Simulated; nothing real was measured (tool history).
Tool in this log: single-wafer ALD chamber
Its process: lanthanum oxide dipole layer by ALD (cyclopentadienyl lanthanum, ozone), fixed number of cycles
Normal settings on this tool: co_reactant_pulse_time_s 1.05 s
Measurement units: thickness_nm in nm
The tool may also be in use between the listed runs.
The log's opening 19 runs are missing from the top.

run	hour	co_reactant_pulse_time_s	read-back reference wafer on the same gauge, thickness_nm	thickness_nm
20	238.7	0.76	0.519	0.45
21	247.8	0.85	0.519	0.461
22	262.8	0.66	0.519	0.44
23	274.8	1.05	0.519	0.479
24	291	1.05	0.519	0.48
# hour 314.7: ozone generator serviced
25	333.1	1.26	0.519	0.52
26	369.7	1.32	0.519	0.526
# hour 396.7: gauge calibrated
27	417	0.73	0.519	0.479
28	424.9	1.45	0.519	0.53
29	441.1	1.39	0.519	0.528
30	447.6	0.91	0.519	0.493
31	465.6	0.86	0.519	0.489
32	477	1.31	0.519	0.52
33	522	0.93	0.519	0.492
34	532.7	1.4	0.519	0.524
35	545.6	0.92	0.519	0.489

Branching from run 35: 3 alternative next runs. What would each branch give?
A	546	1.05	?	?
B	546	0.68	?	?
C	546	0.64	?	?

run	read-back reference wafer on the same gauge, thickness_nm	thickness_nm
A	0.519	0.498
B	0.519	0.465
C	0.519	0.46
Stripped of hidden state, with their random variation kept, the same runs would have yielded:
run	thickness_nm
A	0.509
B	0.477
C	0.473
